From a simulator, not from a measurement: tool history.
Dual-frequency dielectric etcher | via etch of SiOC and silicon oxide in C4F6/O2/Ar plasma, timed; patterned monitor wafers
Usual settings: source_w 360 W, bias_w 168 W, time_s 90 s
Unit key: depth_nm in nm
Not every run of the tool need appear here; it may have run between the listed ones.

| run | hour | source_w | bias_w | time_s | wafers since the last listed run | hours since the last wet clean | hours since the last source power generator calibration | hours since the last bias power generator calibration | hours since the last upper electrode change | hours since the gauge calibration | read-back reference wafer on the same gauge, depth_nm | depth_nm |
|---|---|---|---|---|---|---|---|---|---|---|---|---|
| 1 | 0 | 390 | 168 | 71 | 0 | 187 | 1663.4 | 4297.7 | 6364.8 | 156.5 | 81.2 | 76.3 |
| 2 | 12.3 | 360 | 168 | 82 | 154 | 199.3 | 1675.7 | 4310 | 6377.1 | 168.8 | 81.4 | 85.9 |
|  | 15.1 | gauge calibrated |
| 3 | 19.6 | 360 | 168 | 82 | 91 | 206.6 | 1683 | 4317.3 | 6384.4 | 4.5 | 81.4 | 86.1 |
| 4 | 40 | 360 | 168 | 82 | 255 | 227 | 1703.4 | 4337.7 | 6404.8 | 24.9 | 81.2 | 85.3 |
| 5 | 89.2 | 360 | 168 | 90 | 617 | 276.2 | 1752.6 | 4386.9 | 6454 | 74.1 | 81.3 | 93.9 |
| 6 | 106.1 | 360 | 168 | 90 | 212 | 293.1 | 1769.5 | 4403.8 | 6470.9 | 91 | 81.3 | 92.4 |
|  | 130.5 | bias power generator calibrated |
|  | 133.1 | upper electrode replaced |
| 7 | 133.6 | 380 | 168 | 80 | 261 | 320.6 | 1797 | 3.1 | 0.5 | 118.5 | 81.3 | 83.9 |
| 8 | 135.6 | 380 | 168 | 80 | 25 | 322.6 | 1799 | 5.1 | 2.5 | 120.5 | 81.3 | 84.5 |
| 9 | 150.5 | 380 | 168 | 80 | 186 | 337.5 | 1813.9 | 20 | 17.4 | 135.4 | 81.5 | 83.8 |
| 10 | 165.6 | 360 | 168 | 90 | 189 | 352.6 | 1829 | 35.1 | 32.5 | 150.5 | 81.2 | 91.6 |
|  | 171.5 | gauge calibrated |
|  | 179.6 | source power generator calibrated |
|  | 202.5 | wet clean of the chamber |
| 11 | 203 | 360 | 168 | 80 | 131 | 0.5 | 23.4 | 72.5 | 69.9 | 31.5 | 81.2 | 87.4 |
| 12 | 203.4 | 360 | 168 | 90 | 5 | 0.9 | 23.8 | 72.9 | 70.3 | 31.9 | 81.3 | 98.4 |
| 13 | 203.7 | 290 | 150 | 73 | 3 | 1.2 | 24.1 | 73.2 | 70.6 | 32.2 | 81.2 | 70 |
| 14 | 208.8 | 360 | 146 | 90 | 63 | 6.3 | 29.2 | 78.3 | 75.7 | 37.3 | 81.3 | 92.7 |
| 15 | 216.7 | 360 | 168 | 90 | 99 | 14.2 | 37.1 | 86.2 | 83.6 | 45.2 | 81.3 | 98.5 |
| 16 | 231.2 | 360 | 168 | 104 | 181 | 28.7 | 51.6 | 100.7 | 98.1 | 59.7 | 81.3 | 114.2 |
| 17 | 243 | 280 | 136 | 66 | 148 | 40.5 | 63.4 | 112.5 | 109.9 | 71.5 | 81.3 | 58.1 |
| 18 | 251.7 | 440 | 180 | 90 | 109 | 49.2 | 72.1 | 121.2 | 118.6 | 80.2 | 81.3 | 109.5 |
| 19 | 269.3 | 280 | 200 | 90 | 220 | 66.8 | 89.7 | 138.8 | 136.2 | 97.8 | 81.2 | 96.5 |
| 20 | 281.5 | 330 | 147 | 90 | 153 | 79 | 101.9 | 151 | 148.4 | 110 | 81.2 | 88.3 |

What the log doesn't show, run by run:
source power that arrives over what is set, %: 0, the same for each run
bias power that arrives over what is set, %: 0, the same for each run
gauge reads high (%): 0, the same for each run
H1: etch rate over this chamber's usual, %
| run | H1 |
|---|---|
| 1 | -3.59 |
| 2 | -3.75 |
| 3 | -3.84 |
| 4 | -4.11 |
| 5 | -4.75 |
| 6 | -4.97 |
| 7 | -5.32 |
| 8 | -5.35 |
| 9 | -5.54 |
| 10 | -5.74 |
| 11 | 1.16 |
| 12 | 1.16 |
| 13 | 1.15 |
| 14 | 1.09 |
| 15 | 0.985 |
| 16 | 0.796 |
| 17 | 0.643 |
| 18 | 0.529 |
| 19 | 0.3 |
| 20 | 0.142 |
